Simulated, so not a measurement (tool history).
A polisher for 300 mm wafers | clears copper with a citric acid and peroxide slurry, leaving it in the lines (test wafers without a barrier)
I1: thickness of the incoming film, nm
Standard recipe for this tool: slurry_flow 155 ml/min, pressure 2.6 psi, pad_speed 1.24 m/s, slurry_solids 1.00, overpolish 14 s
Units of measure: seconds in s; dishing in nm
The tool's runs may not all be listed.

Run 1, hour 0.0: usual settings but overpolish 11 s; I1 207.6. Result: seconds 95.3 s, dishing 15.1 nm.
Run 2, hour 22.8: usual settings but overpolish 11 s; I1 204.0. Result: seconds 95.0 s, dishing 14.6 nm.
At hour 32.1: slurry nozzle cleaned.
At hour 65.2: slurry blender recalibrated.
At hour 112.3: worn pad replaced by a new one.
Run 3, hour 129.9: usual settings; I1 204.0. Result: seconds 79.4 s, dishing 21.2 nm.
Run 4, hour 143.2: usual settings; I1 204.4. Result: seconds 79.2 s, dishing 20.4 nm.
Run 5, hour 165.3: usual settings; I1 206.5. Result: seconds 79.5 s, dishing 21.4 nm.
Run 6, hour 198.9: usual settings but slurry_flow 135 ml/min; I1 201.0. Result: seconds 82.5 s, dishing 19.6 nm.
Run 7, hour 214.6: usual settings; I1 203.9. Result: seconds 84.2 s, dishing 20.1 nm.
Run 8, hour 232.6: usual settings; I1 205.7. Result: seconds 80.7 s, dishing 21.1 nm.
Run 9, hour 247.0: usual settings; I1 204.6. Result: seconds 82.5 s, dishing 20.3 nm.
At hour 274.2: worn pad replaced by a new one.
Run 10, hour 275.5: usual settings; I1 205.8. Result: seconds 83.9 s, dishing 19.9 nm.
Run 11, hour 293.1: usual settings; I1 205.6. Result: seconds 84.1 s, dishing 18.3 nm.
Run 12, hour 312.8: usual settings; I1 206.1. Result: seconds 86.9 s, dishing 19.5 nm.
Run 13, hour 333.2: usual settings; I1 203.6. Result: seconds 85.7 s, dishing 19.3 nm.
At hour 389.6: head pressure recalibrated.
Run 14, hour 390.1: usual settings; I1 209.3. Result: seconds 93.3 s, dishing 18.7 nm.
At hour 425.2: worn pad replaced by a new one.
Run 15, hour 476.1: usual settings but pressure 3.2 psi, pad_speed 1.04 m/s, slurry_solids 0.90; I1 202.8. Result: seconds 94.1 s, dishing 18.1 nm.
At hour 498.4: slurry blender recalibrated.
Run 16, hour 504.1: usual settings; I1 206.6. Result: seconds 92.0 s, dishing 17.8 nm.
Run 17, hour 527.6: usual settings but slurry_solids 1.15; I1 207.0. Result: seconds 93.6 s, dishing 18.9 nm.
At hour 540.8: slurry nozzle cleaned.
Run 18, hour 547.8: usual settings but pad_speed 1.62 m/s, slurry_solids 0.75; I1 205.9. Result: seconds 67.6 s, dishing 24.3 nm.
Run 19, hour 560.8: usual settings but slurry_flow 190 ml/min, pad_speed 1.04 m/s; I1 200.6. Result: seconds 84.5 s, dishing 19.2 nm.
At hour 565.5: worn pad replaced by a new one.
Run 20, hour 592.1: usual settings but pad_speed 1.52 m/s, slurry_solids 0.90; I1 203.3. Result: seconds 69.7 s, dishing 23.6 nm.
Run 21, hour 611.9: usual settings; I1 207.2. Result: seconds 76.4 s, dishing 20.9 nm.
Run 22, hour 671.8: usual settings but slurry_solids 0.90; I1 209.5. Result: seconds 82.5 s, dishing 19.7 nm.
Run 23, hour 688.6: usual settings but slurry_flow 205 ml/min, pressure 2.1 psi, pad_speed 0.94 m/s, overpolish 6 s; I1 205.9. Result: seconds 117.1 s, dishing 7.0 nm.
Run 24, hour 706.3: usual settings but pressure 2.0 psi, pad_speed 1.50 m/s, slurry_solids 1.20, overpolish 18 s; I1 206.4. Result: seconds 86.0 s, dishing 22.2 nm.
At hour 715.2: worn pad replaced by a new one.
Run 25, hour 722.5: usual settings but slurry_flow 170 ml/min, slurry_solids 0.80; I1 206.9. Result: seconds 86.2 s, dishing 19.6 nm.
Run 26, hour 737.8: usual settings but pad_speed 0.88 m/s, slurry_solids 0.75, overpolish 20 s; I1 208.0. Result: seconds 115.5 s, dishing 19.7 nm.
Run 27, hour 755.4: usual settings but pad_speed 1.44 m/s, slurry_solids 1.25, overpolish 9 s; I1 204.6. Result: seconds 68.1 s, dishing 15.8 nm.

Predict each of these 3 candidate next runs independently; none follows another, all start after run 27:
Run A, hour 755.9: usual settings; I1 204.0. Result: seconds ?, dishing ?.
Run B, hour 755.9: usual settings but slurry_flow 105 ml/min, pad_speed 1.64 m/s, slurry_solids 0.75, overpolish 21 s; I1 204.0. Result: seconds ?, dishing ?.
Run C, hour 755.9: usual settings but slurry_flow 175 ml/min, pad_speed 1.54 m/s; I1 204.0. Result: seconds ?, dishing ?.

run  seconds  dishing
  A     82.9     20.7
  B     78.7     29.3
  C     68.0     24.2
What these runs would have given with no unlogged condition in the tool:
run  seconds  dishing
  A     76.4     22.1
  B     72.1     31.2
  C     62.8     25.7
